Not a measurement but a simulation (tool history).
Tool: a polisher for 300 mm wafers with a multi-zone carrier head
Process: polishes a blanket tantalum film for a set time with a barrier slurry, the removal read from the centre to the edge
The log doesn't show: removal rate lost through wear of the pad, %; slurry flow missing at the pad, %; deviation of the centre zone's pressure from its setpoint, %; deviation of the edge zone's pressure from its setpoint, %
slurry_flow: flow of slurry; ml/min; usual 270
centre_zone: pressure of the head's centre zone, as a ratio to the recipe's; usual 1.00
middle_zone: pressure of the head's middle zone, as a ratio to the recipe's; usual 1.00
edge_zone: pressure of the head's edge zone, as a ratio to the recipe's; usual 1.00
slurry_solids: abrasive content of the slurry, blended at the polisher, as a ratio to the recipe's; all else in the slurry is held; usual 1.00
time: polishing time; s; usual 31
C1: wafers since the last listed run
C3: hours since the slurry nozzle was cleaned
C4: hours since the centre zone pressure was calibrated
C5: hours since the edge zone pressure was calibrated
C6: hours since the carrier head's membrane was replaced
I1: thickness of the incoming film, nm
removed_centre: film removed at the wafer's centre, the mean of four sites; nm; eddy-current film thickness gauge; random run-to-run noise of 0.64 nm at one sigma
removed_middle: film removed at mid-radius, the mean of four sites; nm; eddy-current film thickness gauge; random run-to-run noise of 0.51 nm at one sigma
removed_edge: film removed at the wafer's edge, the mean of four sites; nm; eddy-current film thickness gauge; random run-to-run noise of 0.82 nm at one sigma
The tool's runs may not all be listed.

{"run": 1, "hour": 0.0, "slurry_flow": 270, "centre_zone": 1.0, "middle_zone": 1.0, "edge_zone": 1.0, "slurry_solids": 1.0, "time": 31, "C1": 0, "wafers polished on this pad": 925, "C3": 36.6, "C4": 33.1, "C5": 120.2, "C6": 2072.6, "I1": 403.0, "removed_centre": 55.1, "removed_middle": 64.4, "removed_edge": 60.4}
{"run": 2, "hour": 24.6, "slurry_flow": 270, "centre_zone": 1.0, "middle_zone": 1.0, "edge_zone": 1.0, "slurry_solids": 1.2, "time": 31, "C1": 375, "wafers polished on this pad": 1300, "C3": 61.2, "C4": 57.7, "C5": 144.8, "C6": 2097.2, "I1": 409.1, "removed_centre": 58.0, "removed_middle": 66.3, "removed_edge": 62.3}
{"run": 3, "hour": 46.7, "slurry_flow": 270, "centre_zone": 1.0, "middle_zone": 1.0, "edge_zone": 1.0, "slurry_solids": 1.2, "time": 31, "C1": 337, "wafers polished on this pad": 1638, "C3": 83.3, "C4": 79.8, "C5": 166.9, "C6": 2119.3, "I1": 410.9, "removed_centre": 57.1, "removed_middle": 67.3, "removed_edge": 63.1}
{"run": 4, "hour": 70.4, "slurry_flow": 270, "centre_zone": 1.0, "middle_zone": 1.04, "edge_zone": 1.0, "slurry_solids": 1.2, "time": 31, "C1": 362, "wafers polished on this pad": 2000, "C3": 107.0, "C4": 103.5, "C5": 190.6, "C6": 2143.0, "I1": 414.6, "removed_centre": 57.6, "removed_middle": 69.8, "removed_edge": 63.0}
{"hour": 77.9, "done": "carrier head's membrane replaced by a new one"}
{"run": 5, "hour": 93.2, "slurry_flow": 270, "centre_zone": 1.0, "middle_zone": 1.08, "edge_zone": 0.9, "slurry_solids": 0.75, "time": 31, "C1": 271, "wafers polished on this pad": 2272, "C3": 129.8, "C4": 126.3, "C5": 213.4, "C6": 15.3, "I1": 405.3, "removed_centre": 51.3, "removed_middle": 64.1, "removed_edge": 54.0}
{"hour": 136.6, "done": "centre zone pressure recalibrated, repeated, since the last time left the tool worse"}
{"hour": 141.6, "done": "worn pad replaced by a new one"}
{"run": 6, "hour": 191.0, "slurry_flow": 270, "centre_zone": 1.0, "middle_zone": 1.05, "edge_zone": 1.0, "slurry_solids": 1.0, "time": 31, "C1": 1402, "wafers polished on this pad": 753, "C3": 227.6, "C4": 54.4, "C5": 311.2, "C6": 113.1, "I1": 407.0, "removed_centre": 61.3, "removed_middle": 67.0, "removed_edge": 60.6}
{"run": 7, "hour": 205.7, "slurry_flow": 270, "centre_zone": 1.0, "middle_zone": 1.0, "edge_zone": 1.0, "slurry_solids": 1.0, "time": 31, "C1": 224, "wafers polished on this pad": 978, "C3": 242.3, "C4": 69.1, "C5": 325.9, "C6": 127.8, "I1": 415.9, "removed_centre": 62.7, "removed_middle": 63.9, "removed_edge": 59.8}
{"hour": 210.7, "done": "slurry nozzle cleaned"}
{"run": 8, "hour": 233.2, "slurry_flow": 355, "centre_zone": 0.93, "middle_zone": 1.09, "edge_zone": 1.0, "slurry_solids": 1.0, "time": 31, "C1": 404, "wafers polished on this pad": 1383, "C3": 22.5, "C4": 96.6, "C5": 353.4, "C6": 155.3, "I1": 403.1, "removed_centre": 58.4, "removed_middle": 70.8, "removed_edge": 61.1}
{"run": 9, "hour": 267.4, "slurry_flow": 270, "centre_zone": 1.0, "middle_zone": 1.0, "edge_zone": 0.96, "slurry_solids": 1.0, "time": 31, "C1": 522, "wafers polished on this pad": 1905, "C3": 56.7, "C4": 130.8, "C5": 387.6, "C6": 189.5, "I1": 406.4, "removed_centre": 61.7, "removed_middle": 63.8, "removed_edge": 60.1}
{"run": 10, "hour": 299.4, "slurry_flow": 270, "centre_zone": 1.0, "middle_zone": 0.93, "edge_zone": 1.0, "slurry_solids": 1.15, "time": 31, "C1": 488, "wafers polished on this pad": 2394, "C3": 88.7, "C4": 162.8, "C5": 419.6, "C6": 221.5, "I1": 408.1, "removed_centre": 62.4, "removed_middle": 61.8, "removed_edge": 62.3}
{"hour": 311.1, "done": "worn pad replaced by a new one"}
{"run": 11, "hour": 334.4, "slurry_flow": 190, "centre_zone": 1.0, "middle_zone": 1.0, "edge_zone": 1.11, "slurry_solids": 0.75, "time": 25, "C1": 473, "wafers polished on this pad": 355, "C3": 123.7, "C4": 197.8, "C5": 454.6, "C6": 256.5, "I1": 414.9, "removed_centre": 44.6, "removed_middle": 46.7, "removed_edge": 48.6}
{"run": 12, "hour": 355.8, "slurry_flow": 270, "centre_zone": 1.0, "middle_zone": 0.89, "edge_zone": 1.0, "slurry_solids": 1.0, "time": 31, "C1": 326, "wafers polished on this pad": 682, "C3": 145.1, "C4": 219.2, "C5": 476.0, "C6": 277.9, "I1": 410.1, "removed_centre": 60.9, "removed_middle": 58.2, "removed_edge": 61.7}
{"run": 13, "hour": 374.8, "slurry_flow": 175, "centre_zone": 1.11, "middle_zone": 1.09, "edge_zone": 1.0, "slurry_solids": 1.0, "time": 31, "C1": 290, "wafers polished on this pad": 973, "C3": 164.1, "C4": 238.2, "C5": 495.0, "C6": 296.9, "I1": 406.1, "removed_centre": 64.6, "removed_middle": 66.8, "removed_edge": 58.6}
{"hour": 379.3, "done": "edge zone pressure recalibrated"}
{"run": 14, "hour": 388.1, "slurry_flow": 270, "centre_zone": 1.0, "middle_zone": 0.93, "edge_zone": 1.0, "slurry_solids": 0.85, "time": 31, "C1": 172, "wafers polished on this pad": 1145, "C3": 177.4, "C4": 251.5, "C5": 8.8, "C6": 310.2, "I1": 408.2, "removed_centre": 58.0, "removed_middle": 57.5, "removed_edge": 57.9}
{"run": 15, "hour": 405.5, "slurry_flow": 175, "centre_zone": 1.08, "middle_zone": 1.0, "edge_zone": 1.0, "slurry_solids": 0.75, "time": 31, "C1": 265, "wafers polished on this pad": 1411, "C3": 194.8, "C4": 268.9, "C5": 26.2, "C6": 327.6, "I1": 406.3, "removed_centre": 58.6, "removed_middle": 58.3, "removed_edge": 56.0}
{"run": 16, "hour": 435.4, "slurry_flow": 230, "centre_zone": 1.0, "middle_zone": 1.0, "edge_zone": 1.0, "slurry_solids": 1.0, "time": 31, "C1": 456, "wafers polished on this pad": 1868, "C3": 224.7, "C4": 298.8, "C5": 56.1, "C6": 357.5, "I1": 403.6, "removed_centre": 58.5, "removed_middle": 63.5, "removed_edge": 60.1}
{"hour": 445.8, "done": "slurry nozzle cleaned"}
{"run": 17, "hour": 464.9, "slurry_flow": 270, "centre_zone": 1.0, "middle_zone": 1.0, "edge_zone": 1.0, "slurry_solids": 1.0, "time": 31, "C1": 435, "wafers polished on this pad": 2303, "C3": 19.1, "C4": 328.3, "C5": 85.6, "C6": 387.0, "I1": 407.5, "removed_centre": 59.9, "removed_middle": 63.5, "removed_edge": 61.8}
{"run": 18, "hour": 483.8, "slurry_flow": 220, "centre_zone": 1.0, "middle_zone": 1.0, "edge_zone": 1.0, "slurry_solids": 1.0, "time": 31, "C1": 288, "wafers polished on this pad": 2592, "C3": 38.0, "C4": 347.2, "C5": 104.5, "C6": 405.9, "I1": 410.5, "removed_centre": 59.3, "removed_middle": 63.9, "removed_edge": 61.9}
{"run": 19, "hour": 502.9, "slurry_flow": 270, "centre_zone": 1.08, "middle_zone": 0.94, "edge_zone": 1.0, "slurry_solids": 1.3, "time": 24, "C1": 291, "wafers polished on this pad": 2883, "C3": 57.1, "C4": 366.3, "C5": 123.6, "C6": 425.0, "I1": 412.9, "removed_centre": 51.8, "removed_middle": 49.8, "removed_edge": 49.7}
{"hour": 511.3, "done": "worn pad replaced by a new one"}
{"run": 20, "hour": 516.1, "slurry_flow": 270, "centre_zone": 0.93, "middle_zone": 0.89, "edge_zone": 0.95, "slurry_solids": 0.85, "time": 31, "C1": 140, "wafers polished on this pad": 73, "C3": 70.3, "C4": 379.5, "C5": 136.8, "C6": 438.2, "I1": 410.0, "removed_centre": 54.4, "removed_middle": 56.4, "removed_edge": 57.7}
{"run": 21, "hour": 533.7, "slurry_flow": 270, "centre_zone": 1.0, "middle_zone": 1.0, "edge_zone": 1.0, "slurry_solids": 1.0, "time": 31, "C1": 268, "wafers polished on this pad": 341, "C3": 87.9, "C4": 397.1, "C5": 154.4, "C6": 455.8, "I1": 410.3, "removed_centre": 59.5, "removed_middle": 64.3, "removed_edge": 59.7}
{"run": 22, "hour": 548.0, "slurry_flow": 270, "centre_zone": 1.0, "middle_zone": 1.0, "edge_zone": 1.0, "slurry_solids": 1.0, "time": 35, "C1": 218, "wafers polished on this pad": 560, "C3": 102.2, "C4": 411.4, "C5": 168.7, "C6": 470.1, "I1": 406.5, "removed_centre": 67.6, "removed_middle": 72.8, "removed_edge": 68.4}

What would each run have given without the hidden state, its run-to-run variation left as it was?
run=1 removed_centre=61.8
run=2 removed_centre=65.2
run=3 removed_centre=64.4
run=4 removed_centre=65.2
run=5 removed_centre=58.2
run=6 removed_centre=61.9
run=7 removed_centre=63.4
run=8 removed_centre=59.3
run=9 removed_centre=62.9
run=10 removed_centre=63.8
run=11 removed_centre=45.8
run=12 removed_centre=62.7
run=13 removed_centre=66.7
run=14 removed_centre=60.0
run=15 removed_centre=60.6
run=16 removed_centre=60.8
run=17 removed_centre=62.5
run=18 removed_centre=61.9
run=19 removed_centre=54.3
run=20 removed_centre=57.1
run=21 removed_centre=62.6
run=22 removed_centre=71.2
For removed_middle, the value without the hidden state is never more than 0.1 nm from the measured value.
removed_edge: same as the measured value in every run.
